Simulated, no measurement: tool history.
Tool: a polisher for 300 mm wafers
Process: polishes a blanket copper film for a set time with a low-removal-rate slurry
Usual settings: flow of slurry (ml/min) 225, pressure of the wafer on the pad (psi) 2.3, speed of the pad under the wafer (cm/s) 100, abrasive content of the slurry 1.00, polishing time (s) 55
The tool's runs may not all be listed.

run,day,flow of slurry (ml/min),pressure of the wafer on the pad (psi),speed of the pad under the wafer (cm/s),abrasive content of the slurry,polishing time (s),wafers since the last listed run,wafers polished on this pad,hours since the slurry nozzle was cleaned,hours since the head pressure was calibrated,hours since the slurry blender was calibrated,"incoming thickness of the incoming film, nm",film removed (angstrom)
1,0.000,225,2.3,100,1.00,55,0,159,226.4,681.8,242.0,1378.7,1111
# day 0.133: slurry blender recalibrated
2,0.408,225,2.3,100,1.00,55,51,210,236.2,691.6,6.6,1369.6,1079
3,0.917,225,2.3,100,1.00,55,80,291,248.4,703.8,18.8,1381.3,1051
# day 1.100: slurry nozzle cleaned
4,1.462,225,2.3,100,1.00,55,80,371,8.7,716.9,31.9,1397.9,1230
5,2.175,225,2.3,100,1.00,55,113,485,25.8,734.0,49.0,1370.8,1218
6,2.704,225,2.3,80,1.00,55,84,569,38.5,746.7,61.7,1396.6,952
# day 3.621: worn pad replaced by a new one
7,3.950,225,2.3,80,1.00,55,171,52,68.4,776.6,91.6,1384.9,953
8,4.646,155,2.3,134,1.25,55,110,163,85.1,793.3,108.3,1370.2,1554
9,5.304,225,2.0,100,1.00,55,104,267,100.9,809.1,124.1,1386.4,1017
10,5.688,225,1.7,100,1.00,55,60,328,110.1,818.3,133.3,1371.1,875
11,6.025,225,2.3,100,1.10,55,53,382,118.2,826.4,141.4,1375.0,1199
12,6.492,225,2.3,100,1.00,55,74,456,129.4,837.6,152.6,1357.0,1192
# day 6.996: head pressure recalibrated
13,7.017,225,2.3,100,1.00,66,70,526,142.0,0.5,165.2,1388.7,1426
14,7.450,225,2.3,134,1.00,72,68,595,152.4,10.9,175.6,1387.2,2062
15,7.933,225,2.3,100,1.00,55,76,672,164.0,22.5,187.2,1379.0,1168
# day 8.171: worn pad replaced by a new one
16,8.471,195,2.3,90,0.80,55,58,47,176.9,35.4,200.1,1392.2,975
# day 8.908: slurry blender recalibrated
# day 9.200: slurry nozzle cleaned
17,9.858,290,3.0,100,1.15,37,200,248,15.8,68.7,22.8,1364.0,1125
18,10.333,225,2.3,100,1.00,55,75,324,27.2,80.1,34.2,1349.4,1191
19,11.021,260,1.9,100,1.30,55,109,433,43.7,96.6,50.7,1384.8,1061
20,11.529,305,2.3,110,0.80,70,80,514,55.9,108.8,62.9,1378.4,1682
21,11.954,180,2.8,100,1.10,48,67,581,66.1,119.0,73.1,1390.8,1239
22,12.621,225,2.3,64,1.00,55,105,687,82.1,135.0,89.1,1374.8,767
23,12.979,275,2.0,100,1.00,63,56,744,90.7,143.6,97.7,1383.9,1216
# day 13.704: worn pad replaced by a new one
24,13.725,180,2.8,100,1.10,48,92,3,108.6,161.5,115.6,1362.7,1274
25,14.138,285,2.9,100,1.00,55,65,69,118.5,171.4,125.5,1378.3,1541
26,14.533,155,2.3,78,1.10,61,62,132,128.0,180.9,135.0,1381.8,975
27,14.904,260,2.3,130,1.00,45,58,191,136.9,189.8,143.9,1378.5,1290
28,15.350,225,2.3,100,1.00,55,70,261,147.6,200.5,154.6,1386.5,1169
29,15.888,225,2.3,100,1.00,55,85,347,160.5,213.4,167.5,1377.7,1179
30,16.442,275,2.3,100,1.00,39,88,435,173.8,226.7,180.8,1407.1,840

4 ways to go on from here, each from the tool as it stands after run 30. What would each give?
A,16.458,225,2.3,100,1.00,55,2,438,174.2,227.1,181.2,1383.3,?
B,16.458,170,2.9,100,1.15,62,2,438,174.2,227.1,181.2,1383.3,?
C,16.458,225,2.3,112,1.00,61,2,438,174.2,227.1,181.2,1383.3,?
D,16.458,225,2.7,100,1.00,39,2,438,174.2,227.1,181.2,1383.3,?

run,film removed (angstrom)
A,1176
B,1623
C,1461
D,979
Without the tool's hidden state the same runs would have given:
run,film removed (angstrom)
A,1226
B,1716
C,1523
D,1021
